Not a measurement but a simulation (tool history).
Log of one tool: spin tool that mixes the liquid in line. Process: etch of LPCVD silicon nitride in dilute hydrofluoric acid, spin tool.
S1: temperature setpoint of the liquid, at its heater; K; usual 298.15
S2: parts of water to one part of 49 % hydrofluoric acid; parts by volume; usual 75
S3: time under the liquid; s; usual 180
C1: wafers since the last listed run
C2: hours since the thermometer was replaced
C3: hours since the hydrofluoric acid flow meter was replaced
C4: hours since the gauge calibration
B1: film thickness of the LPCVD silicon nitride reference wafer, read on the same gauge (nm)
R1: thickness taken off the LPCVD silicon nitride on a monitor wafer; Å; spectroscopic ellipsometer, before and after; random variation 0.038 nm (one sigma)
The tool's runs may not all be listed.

run 1 day=0.000 | S1=298.15 S2=75 S3=180 | C1=0 C2=399.9 C3=394.7 C4=217.8 | B1=80.006 | R1=11.01
run 2 day=4.475 | S1=298.15 S2=75 S3=180 | C1=984 C2=507.3 C3=502.1 C4=325.2 | B1=80.016 | R1=10.52
run 3 day=7.167 | S1=302.15 S2=75 S3=180 | C1=592 C2=571.9 C3=566.7 C4=389.8 | B1=79.985 | R1=13.92
run 4 day=9.408 | S1=302.15 S2=75 S3=180 | C1=493 C2=625.7 C3=620.5 C4=443.6 | B1=80.000 | R1=13.03
run 5 day=12.138 | S1=302.15 S2=75 S3=180 | C1=600 C2=691.2 C3=686.0 C4=509.1 | B1=79.993 | R1=13.06
run 6 day=15.950 | S1=298.15 S2=75 S3=120 | C1=838 C2=782.7 C3=777.5 C4=600.6 | B1=79.989 | R1=6.94
-- day=16.396 hydrofluoric acid flow meter replaced
run 7 day=20.038 | S1=298.15 S2=75 S3=120 | C1=889 C2=880.8 C3=87.4 C4=698.7 | B1=80.016 | R1=7.99
run 8 day=23.650 | S1=296.65 S2=75 S3=180 | C1=794 C2=967.5 C3=174.1 C4=785.4 | B1=80.007 | R1=9.68
run 9 day=26.271 | S1=296.65 S2=75 S3=180 | C1=576 C2=1030.4 C3=237.0 C4=848.3 | B1=80.020 | R1=9.68
run 10 day=36.279 | S1=296.15 S2=75 S3=215 | C1=2201 C2=1270.6 C3=477.2 C4=1088.5 | B1=79.982 | R1=11.71
run 11 day=40.162 | S1=298.15 S2=55 S3=180 | C1=854 C2=1363.8 C3=570.4 C4=1181.7 | B1=80.013 | R1=14.35
run 12 day=43.679 | S1=298.15 S2=75 S3=180 | C1=773 C2=1448.2 C3=654.8 C4=1266.1 | B1=79.995 | R1=10.45
-- day=46.617 hydrofluoric acid flow meter replaced
run 13 day=46.696 | S1=298.15 S2=75 S3=180 | C1=654 C2=1520.6 C3=1.9 C4=1338.5 | B1=79.990 | R1=11.73
run 14 day=49.367 | S1=298.15 S2=90 S3=230 | C1=587 C2=1584.7 C3=66.0 C4=1402.6 | B1=79.973 | R1=11.55
run 15 day=51.329 | S1=298.15 S2=90 S3=230 | C1=431 C2=1631.8 C3=113.1 C4=1449.7 | B1=80.005 | R1=12.14
run 16 day=53.888 | S1=301.65 S2=75 S3=180 | C1=562 C2=1693.2 C3=174.5 C4=1511.1 | B1=79.994 | R1=13.91
run 17 day=56.775 | S1=301.15 S2=55 S3=150 | C1=635 C2=1762.5 C3=243.8 C4=1580.4 | B1=80.000 | R1=14.00
run 18 day=67.958 | S1=298.15 S2=75 S3=180 | C1=2459 C2=2030.9 C3=512.2 C4=1848.8 | B1=80.006 | R1=10.51
run 19 day=69.950 | S1=298.15 S2=105 S3=180 | C1=438 C2=2078.7 C3=560.0 C4=1896.6 | B1=79.973 | R1=7.38
run 20 day=74.062 | S1=293.65 S2=115 S3=110 | C1=904 C2=2177.4 C3=658.7 C4=1995.3 | B1=80.011 | R1=2.98
-- day=74.950 hydrofluoric acid flow meter replaced
run 21 day=76.225 | S1=298.15 S2=105 S3=180 | C1=466 C2=2229.3 C3=30.6 C4=2047.2 | B1=80.009 | R1=8.48
run 22 day=78.900 | S1=298.15 S2=50 S3=180 | C1=588 C2=2293.5 C3=94.8 C4=2111.4 | B1=79.989 | R1=17.55
run 23 day=80.704 | S1=296.65 S2=75 S3=180 | C1=396 C2=2336.8 C3=138.1 C4=2154.7 | B1=80.015 | R1=9.62
-- day=82.708 gauge calibrated
-- day=82.771 thermometer replaced
run 24 day=83.879 | S1=302.65 S2=60 S3=180 | C1=689 C2=26.6 C3=214.3 C4=28.1 | B1=79.968 | R1=18.97
run 25 day=87.625 | S1=298.15 S2=85 S3=180 | C1=823 C2=116.5 C3=304.2 C4=118.0 | B1=79.997 | R1=9.55
run 26 day=91.662 | S1=298.15 S2=90 S3=110 | C1=888 C2=213.4 C3=401.1 C4=214.9 | B1=80.003 | R1=5.43
run 27 day=94.750 | S1=298.15 S2=75 S3=210 | C1=679 C2=287.5 C3=475.2 C4=289.0 | B1=79.998 | R1=11.96
run 28 day=96.658 | S1=298.15 S2=45 S3=140 | C1=419 C2=333.3 C3=521.0 C4=334.8 | B1=80.009 | R1=13.80
run 29 day=100.358 | S1=298.15 S2=35 S3=180 | C1=813 C2=422.1 C3=609.8 C4=423.6 | B1=80.024 | R1=22.67
run 30 day=104.208 | S1=294.65 S2=75 S3=105 | C1=846 C2=514.5 C3=702.2 C4=516.0 | B1=80.007 | R1=4.31

Forecast each of these 5 alternatives for the next run:
run A day=104.229 | S1=295.65 S2=75 S3=180 | C1=4 C2=515.0 C3=702.7 C4=516.5 | B1=? | R1=?
run B day=104.229 | S1=298.15 S2=60 S3=180 | C1=4 C2=515.0 C3=702.7 C4=516.5 | B1=? | R1=?
run C day=104.229 | S1=298.15 S2=75 S3=130 | C1=4 C2=515.0 C3=702.7 C4=516.5 | B1=? | R1=?
run D day=104.229 | S1=294.65 S2=75 S3=125 | C1=4 C2=515.0 C3=702.7 C4=516.5 | B1=? | R1=?
run E day=104.229 | S1=294.65 S2=95 S3=180 | C1=4 C2=515.0 C3=702.7 C4=516.5 | B1=? | R1=?

run=A B1=79.999 R1=8.82
run=B B1=79.999 R1=12.98
run=C B1=79.999 R1=7.52
run=D B1=79.999 R1=5.73
run=E B1=79.999 R1=6.54
Stripped of hidden state, with their random variation kept, the same runs would have yielded:
run=A R1=10.11
run=B R1=14.88
run=C R1=8.63
run=D R1=6.56
run=E R1=7.49

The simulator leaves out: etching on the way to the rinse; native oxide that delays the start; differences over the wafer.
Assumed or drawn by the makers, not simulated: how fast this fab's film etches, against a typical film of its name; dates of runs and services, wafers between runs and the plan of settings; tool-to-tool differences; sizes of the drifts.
